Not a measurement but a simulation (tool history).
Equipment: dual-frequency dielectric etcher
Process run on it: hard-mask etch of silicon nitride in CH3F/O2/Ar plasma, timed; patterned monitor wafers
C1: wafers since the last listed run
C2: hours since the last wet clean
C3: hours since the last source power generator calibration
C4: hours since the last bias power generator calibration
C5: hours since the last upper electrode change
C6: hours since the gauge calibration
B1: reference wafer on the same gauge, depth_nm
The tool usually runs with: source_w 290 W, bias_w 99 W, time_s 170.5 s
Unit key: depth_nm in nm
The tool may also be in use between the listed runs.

{"run": 1, "hour": 0.0, "source_w": 330, "bias_w": 99, "time_s": 170.5, "C1": 0, "C2": 394, "C3": 3284.7, "C4": 1828.6, "C5": 3890.7, "C6": 155.6, "B1": 106.8, "depth_nm": 115}
{"run": 2, "hour": 17.1, "source_w": 330, "bias_w": 99, "time_s": 170.5, "C1": 148, "C2": 411.1, "C3": 3301.8, "C4": 1845.7, "C5": 3907.8, "C6": 172.7, "B1": 107.1, "depth_nm": 114.6}
{"run": 3, "hour": 51.6, "source_w": 250, "bias_w": 113, "time_s": 170.5, "C1": 299, "C2": 445.6, "C3": 3336.3, "C4": 1880.2, "C5": 3942.3, "C6": 207.2, "B1": 107, "depth_nm": 108.9}
{"run": 4, "hour": 73.4, "source_w": 290, "bias_w": 91, "time_s": 170.5, "C1": 189, "C2": 467.4, "C3": 3358.1, "C4": 1902, "C5": 3964.1, "C6": 229, "B1": 106.9, "depth_nm": 109}
{"run": 5, "hour": 86.1, "source_w": 290, "bias_w": 91, "time_s": 170.5, "C1": 110, "C2": 480.1, "C3": 3370.8, "C4": 1914.7, "C5": 3976.8, "C6": 241.7, "B1": 107.1, "depth_nm": 105.9}
{"run": 6, "hour": 111.7, "source_w": 290, "bias_w": 99, "time_s": 170.5, "C1": 222, "C2": 505.7, "C3": 3396.4, "C4": 1940.3, "C5": 4002.4, "C6": 267.3, "B1": 107, "depth_nm": 110.2}
{"run": 7, "hour": 125.1, "source_w": 290, "bias_w": 99, "time_s": 170.5, "C1": 116, "C2": 519.1, "C3": 3409.8, "C4": 1953.7, "C5": 4015.8, "C6": 280.7, "B1": 107, "depth_nm": 109.4}
{"run": 8, "hour": 144.2, "source_w": 290, "bias_w": 99, "time_s": 170.5, "C1": 165, "C2": 538.2, "C3": 3428.9, "C4": 1972.8, "C5": 4034.9, "C6": 299.8, "B1": 107.1, "depth_nm": 110.3}
{"run": 9, "hour": 166.3, "source_w": 310, "bias_w": 116, "time_s": 170.5, "C1": 191, "C2": 560.3, "C3": 3451, "C4": 1994.9, "C5": 4057, "C6": 321.9, "B1": 106.7, "depth_nm": 117.5}
{"run": 10, "hour": 188.8, "source_w": 310, "bias_w": 116, "time_s": 170.5, "C1": 195, "C2": 582.8, "C3": 3473.5, "C4": 2017.4, "C5": 4079.5, "C6": 344.4, "B1": 107.1, "depth_nm": 119.6}
{"hour": 221.3, "done": "wet clean of the chamber"}
{"run": 11, "hour": 221.8, "source_w": 290, "bias_w": 99, "time_s": 170.5, "C1": 78, "C2": 0.5, "C3": 3506.5, "C4": 2050.4, "C5": 4112.5, "C6": 377.4, "B1": 107, "depth_nm": 109.5}
{"hour": 222.9, "done": "gauge calibrated"}
{"run": 12, "hour": 236.1, "source_w": 330, "bias_w": 93, "time_s": 170.5, "C1": 124, "C2": 14.8, "C3": 3520.8, "C4": 2064.7, "C5": 4126.8, "C6": 13.2, "B1": 107, "depth_nm": 111.5}
{"run": 13, "hour": 268.6, "source_w": 330, "bias_w": 93, "time_s": 170.5, "C1": 282, "C2": 47.3, "C3": 3553.3, "C4": 2097.2, "C5": 4159.3, "C6": 45.7, "B1": 107.1, "depth_nm": 113.9}
{"run": 14, "hour": 298.5, "source_w": 310, "bias_w": 99, "time_s": 170.5, "C1": 259, "C2": 77.2, "C3": 3583.2, "C4": 2127.1, "C5": 4189.2, "C6": 75.6, "B1": 107, "depth_nm": 112.8}
{"hour": 316.3, "done": "bias power generator calibrated"}
{"run": 15, "hour": 330.3, "source_w": 320, "bias_w": 99, "time_s": 213, "C1": 241, "C2": 109, "C3": 3615, "C4": 14, "C5": 4221, "C6": 107.4, "B1": 107.1, "depth_nm": 144.3}
{"run": 16, "hour": 361.3, "source_w": 290, "bias_w": 99, "time_s": 193.5, "C1": 269, "C2": 140, "C3": 3646, "C4": 45, "C5": 4252, "C6": 138.4, "B1": 107, "depth_nm": 124.6}
{"hour": 392.9, "done": "upper electrode replaced"}
{"run": 17, "hour": 393.4, "source_w": 260, "bias_w": 80, "time_s": 170.5, "C1": 70, "C2": 172.1, "C3": 3678.1, "C4": 77.1, "C5": 0.5, "C6": 170.5, "B1": 107.1, "depth_nm": 98.9}
{"run": 18, "hour": 405.8, "source_w": 290, "bias_w": 119, "time_s": 170.5, "C1": 107, "C2": 184.5, "C3": 3690.5, "C4": 89.5, "C5": 12.9, "C6": 182.9, "B1": 106.9, "depth_nm": 116.1}
{"run": 19, "hour": 429.4, "source_w": 290, "bias_w": 115, "time_s": 216.5, "C1": 204, "C2": 208.1, "C3": 3714.1, "C4": 113.1, "C5": 36.5, "C6": 206.5, "B1": 107.1, "depth_nm": 147}
{"hour": 447.7, "done": "source power generator calibrated"}
{"run": 20, "hour": 463.7, "source_w": 330, "bias_w": 111, "time_s": 153, "C1": 262, "C2": 242.4, "C3": 16, "C4": 147.4, "C5": 70.8, "C6": 240.8, "B1": 107.2, "depth_nm": 107.7}
{"run": 21, "hour": 481.4, "source_w": 290, "bias_w": 99, "time_s": 170.5, "C1": 153, "C2": 260.1, "C3": 33.7, "C4": 165.1, "C5": 88.5, "C6": 258.5, "B1": 106.7, "depth_nm": 111.4}
{"run": 22, "hour": 500.9, "source_w": 350, "bias_w": 116, "time_s": 126.5, "C1": 169, "C2": 279.6, "C3": 53.2, "C4": 184.6, "C5": 108, "C6": 278, "B1": 107.1, "depth_nm": 91.8}
{"run": 23, "hour": 515.2, "source_w": 310, "bias_w": 116, "time_s": 170.5, "C1": 124, "C2": 293.9, "C3": 67.5, "C4": 198.9, "C5": 122.3, "C6": 292.3, "B1": 106.7, "depth_nm": 117.4}
{"run": 24, "hour": 545.2, "source_w": 290, "bias_w": 99, "time_s": 170.5, "C1": 260, "C2": 323.9, "C3": 97.5, "C4": 228.9, "C5": 152.3, "C6": 322.3, "B1": 107.2, "depth_nm": 112}
{"hour": 546.2, "done": "gauge calibrated"}
{"run": 25, "hour": 567.5, "source_w": 290, "bias_w": 99, "time_s": 170.5, "C1": 193, "C2": 346.2, "C3": 119.8, "C4": 251.2, "C5": 174.6, "C6": 21.3, "B1": 107.1, "depth_nm": 110.9}
{"run": 26, "hour": 588.7, "source_w": 240, "bias_w": 99, "time_s": 201, "C1": 183, "C2": 367.4, "C3": 141, "C4": 272.4, "C5": 195.8, "C6": 42.5, "B1": 107, "depth_nm": 122}
{"run": 27, "hour": 613.5, "source_w": 240, "bias_w": 110, "time_s": 219.5, "C1": 215, "C2": 392.2, "C3": 165.8, "C4": 297.2, "C5": 220.6, "C6": 67.3, "B1": 107.3, "depth_nm": 138.5}
{"run": 28, "hour": 644.9, "source_w": 290, "bias_w": 99, "time_s": 170.5, "C1": 272, "C2": 423.6, "C3": 197.2, "C4": 328.6, "C5": 252, "C6": 98.7, "B1": 106.9, "depth_nm": 109.1}

Each row is a separate what-if for the run after 28, all from the same tool condition, not one after another. Results?
{"run": "A", "hour": 645.4, "source_w": 290, "bias_w": 99, "time_s": 170.5, "C1": 4, "C2": 424.1, "C3": 197.7, "C4": 329.1, "C5": 252.5, "C6": 99.2, "B1": "?", "depth_nm": "?"}
{"run": "B", "hour": 645.4, "source_w": 290, "bias_w": 99, "time_s": 157, "C1": 4, "C2": 424.1, "C3": 197.7, "C4": 329.1, "C5": 252.5, "C6": 99.2, "B1": "?", "depth_nm": "?"}
{"run": "C", "hour": 645.4, "source_w": 260, "bias_w": 89, "time_s": 184.5, "C1": 4, "C2": 424.1, "C3": 197.7, "C4": 329.1, "C5": 252.5, "C6": 99.2, "B1": "?", "depth_nm": "?"}

run=A B1=106.7 depth_nm=111.3
run=B B1=106.7 depth_nm=102.5
run=C B1=106.7 depth_nm=112.4
The same runs, with their run-to-run variation unchanged, on a tool lacking any hidden condition would have given:
run=A depth_nm=111.3
run=B depth_nm=102.5
run=C depth_nm=112.4
